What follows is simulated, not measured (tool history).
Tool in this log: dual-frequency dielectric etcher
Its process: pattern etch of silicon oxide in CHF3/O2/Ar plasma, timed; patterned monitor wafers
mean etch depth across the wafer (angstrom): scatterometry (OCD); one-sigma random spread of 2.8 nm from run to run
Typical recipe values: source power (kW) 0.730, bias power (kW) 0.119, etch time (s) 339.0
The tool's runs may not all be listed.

run,hour,source power (kW),bias power (kW),etch time (s),"read-back reference wafer on the same gauge, depth_nm",mean etch depth across the wafer (angstrom)
1,0.0,0.730,0.113,339.0,663.2,6024
2,60.9,0.730,0.119,339.0,664.5,6163
3,100.7,0.730,0.119,339.0,664.0,6213
4,130.0,0.730,0.119,339.0,663.8,6144
5,160.8,0.730,0.119,339.0,663.8,6216
6,318.6,0.730,0.119,339.0,663.8,6190
7,444.2,0.730,0.119,339.0,663.1,6186
8,491.0,0.730,0.119,339.0,664.3,6254
9,561.7,0.730,0.119,339.0,663.3,6271
10,597.9,0.650,0.105,412.0,662.7,6766
11,622.3,0.640,0.119,265.0,664.1,4585
12,685.7,0.730,0.119,339.0,663.3,6223
13,718.1,0.730,0.119,339.0,663.5,6243
14,789.8,0.650,0.099,238.0,665.1,3786
15,832.0,0.730,0.119,263.5,663.6,4849
16,890.7,0.670,0.144,339.0,665.0,6438
17,945.5,0.730,0.099,290.5,664.0,4817
18,984.8,0.800,0.119,404.0,664.1,7641
19,1024.6,0.730,0.119,339.0,664.0,6055
20,1050.5,0.660,0.146,287.5,664.0,5441
21,1078.8,0.660,0.119,419.0,663.5,7172
22,1121.0,0.660,0.090,339.0,664.8,5079
23,1155.5,0.870,0.104,238.0,664.0,4376
24,1221.2,0.730,0.119,339.0,663.4,6100
25,1288.3,0.730,0.101,339.0,664.4,5621
26,1316.1,0.730,0.119,414.5,665.0,7543
27,1361.7,0.730,0.111,285.0,664.4,4986
28,1422.2,0.670,0.119,405.0,663.2,7031
29,1461.8,0.780,0.119,300.5,663.1,5651
30,1516.9,0.730,0.119,339.0,663.8,6142
31,1574.7,0.730,0.119,312.0,663.2,5642

Between the runs listed above, the log contained 7 entries, not reproduced here. Where in the sequence does each belong, and how does what the log doesn't record of the tool's condition differ from the listed run before to the listed run after?
Logged between run 5 and run 6: wet clean of the chamber (hour 268.1)
  bias power that arrives over what is set, %: 1.87 -> 2.39
  measured result minus the result with no hidden state, mean etch depth across the wafer (angstrom): +53 -> +67
Logged between run 12 and run 13: source power generator calibrated (hour 703.9)
  bias power that arrives over what is set, %: 3.98 -> 4.15
  measured result minus the result with no hidden state, mean etch depth across the wafer (angstrom): +110 -> +115
Logged between run 13 and run 14: wet clean of the chamber (hour 768.7)
  bias power that arrives over what is set, %: 4.15 -> 4.53
  measured result minus the result with no hidden state, mean etch depth across the wafer (angstrom): +115 -> +72
Logged between run 15 and run 16: bias power generator calibrated (hour 838.4)
  bias power that arrives over what is set, %: 4.77 -> -0.885
  measured result minus the result with no hidden state, mean etch depth across the wafer (angstrom): +102 -> -29
Logged between run 17 and run 18: gauge calibrated (hour 975.6); upper electrode replaced (hour 978.8)
  bias power that arrives over what is set, %: -0.868 -> -0.849
  measured result minus the result with no hidden state, mean etch depth across the wafer (angstrom): -17 -> -30
Logged between run 25 and run 26: wet clean of the chamber (hour 1313.3)
  bias power that arrives over what is set, %: -0.499 -> -0.449
  measured result minus the result with no hidden state, mean etch depth across the wafer (angstrom): -12 -> -16

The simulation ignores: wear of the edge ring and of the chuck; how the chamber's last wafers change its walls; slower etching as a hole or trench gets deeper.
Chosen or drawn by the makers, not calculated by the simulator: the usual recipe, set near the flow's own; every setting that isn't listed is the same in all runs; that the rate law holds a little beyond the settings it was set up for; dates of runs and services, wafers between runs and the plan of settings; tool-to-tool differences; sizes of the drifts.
